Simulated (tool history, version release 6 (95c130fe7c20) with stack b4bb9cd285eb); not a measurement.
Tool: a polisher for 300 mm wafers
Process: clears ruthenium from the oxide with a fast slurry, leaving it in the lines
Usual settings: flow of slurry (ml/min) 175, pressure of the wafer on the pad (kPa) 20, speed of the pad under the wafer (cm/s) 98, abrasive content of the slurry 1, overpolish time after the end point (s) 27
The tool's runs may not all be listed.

| run | day | flow of slurry (ml/min) | pressure of the wafer on the pad (kPa) | speed of the pad under the wafer (cm/s) | abrasive content of the slurry | overpolish time after the end point (s) | incoming thickness of the incoming film, nm | time until the end point was called (s) | dishing of a wide line in a test structure (nm) |
|---|---|---|---|---|---|---|---|---|---|
| 1 | 0 | 130 | 20 | 98 | 1 | 36 | 191.8 | 49.9 | 58.1 |
| 2 | 0.65 | 130 | 20 | 98 | 1 | 36 | 185.9 | 49.6 | 56.6 |
| 3 | 1.421 | 130 | 20 | 98 | 1 | 36 | 191.3 | 50 | 57 |
| 4 | 1.758 | 150 | 20 | 98 | 1 | 27 | 188.6 | 48 | 52.8 |
| 5 | 2.438 | 175 | 20 | 98 | 1.15 | 34 | 192.2 | 46.8 | 58.6 |
|  | 2.742 | worn pad replaced by a new one |
| 6 | 2.762 | 175 | 20 | 98 | 1.15 | 34 | 186.4 | 44.7 | 58.7 |
| 7 | 3.075 | 175 | 23.4 | 98 | 1 | 19 | 192.8 | 41.8 | 47.2 |
| 8 | 3.483 | 175 | 23.4 | 98 | 1 | 19 | 186.1 | 41.3 | 46.7 |
| 9 | 4.129 | 175 | 20 | 98 | 1 | 27 | 189.1 | 48.9 | 51.8 |
|  | 4.671 | slurry blender recalibrated |
| 10 | 4.692 | 175 | 20 | 122 | 1 | 27 | 192.3 | 35.1 | 60.1 |
| 11 | 5.338 | 235 | 20 | 98 | 1.25 | 27 | 191.3 | 36.6 | 56.7 |
| 12 | 5.754 | 175 | 20 | 98 | 1 | 27 | 190.8 | 43.3 | 54.7 |
|  | 6.329 | worn pad replaced by a new one |
|  | 6.421 | head pressure recalibrated |
| 13 | 6.442 | 125 | 25.5 | 98 | 1 | 18 | 188.9 | 36 | 52.4 |
|  | 6.625 | slurry nozzle cleaned |
| 14 | 6.921 | 235 | 20 | 98 | 1.25 | 27 | 191.3 | 38.4 | 57.4 |
| 15 | 7.562 | 175 | 20 | 98 | 1 | 27 | 189.7 | 43.4 | 53.1 |
| 16 | 8.033 | 175 | 20 | 98 | 1 | 14 | 193.2 | 45.6 | 39.5 |
| 17 | 8.779 | 200 | 20 | 128 | 1 | 27 | 188.8 | 32.7 | 59.8 |
| 18 | 9.25 | 175 | 20 | 66 | 1 | 27 | 190.5 | 65.5 | 45.6 |
| 19 | 9.962 | 140 | 22.8 | 98 | 1 | 23 | 193.5 | 42.6 | 54 |
|  | 10.312 | worn pad replaced by a new one |
| 20 | 10.521 | 175 | 20 | 98 | 1 | 27 | 189.1 | 46.6 | 51.9 |
| 21 | 11.238 | 175 | 17.2 | 98 | 0.75 | 27 | 189.6 | 63.4 | 44.7 |
| 22 | 11.871 | 175 | 22.8 | 66 | 1 | 27 | 192 | 61.5 | 46.9 |
| 23 | 12.475 | 175 | 20 | 98 | 1 | 23 | 193.4 | 47.4 | 50.9 |
| 24 | 12.983 | 175 | 17.9 | 98 | 1.25 | 27 | 190 | 45.9 | 52.6 |
| 25 | 13.296 | 140 | 22.8 | 98 | 1 | 23 | 189.5 | 43 | 51.8 |
|  | 13.842 | worn pad replaced by a new one |
| 26 | 14.017 | 175 | 16.5 | 98 | 1 | 27 | 192 | 58.5 | 47.2 |
| 27 | 14.621 | 175 | 20 | 98 | 1 | 27 | 187.9 | 47 | 53.3 |

What the log doesn't show, run by run:
removal rate lost through wear of the pad, %: 0 in every run
slurry flow missing at the pad, %: 0 in every run
deviation of the head's pressure from its setpoint, %: 0 in every run
H1: abrasive missing from the slurry, %
| run | H1 |
|---|---|
| 1 | 16.4 |
| 2 | 17.4 |
| 3 | 18.7 |
| 4 | 19.2 |
| 5 | 20.4 |
| 6 | 20.9 |
| 7 | 21.4 |
| 8 | 22.1 |
| 9 | 23.1 |
| 10 | 1.6 |
| 11 | 2.65 |
| 12 | 3.33 |
| 13 | 4.46 |
| 14 | 5.24 |
| 15 | 6.29 |
| 16 | 7.06 |
| 17 | 8.28 |
| 18 | 9.05 |
| 19 | 10.2 |
| 20 | 11.1 |
| 21 | 12.3 |
| 22 | 13.3 |
| 23 | 14.3 |
| 24 | 15.2 |
| 25 | 15.7 |
| 26 | 16.8 |
| 27 | 17.8 |

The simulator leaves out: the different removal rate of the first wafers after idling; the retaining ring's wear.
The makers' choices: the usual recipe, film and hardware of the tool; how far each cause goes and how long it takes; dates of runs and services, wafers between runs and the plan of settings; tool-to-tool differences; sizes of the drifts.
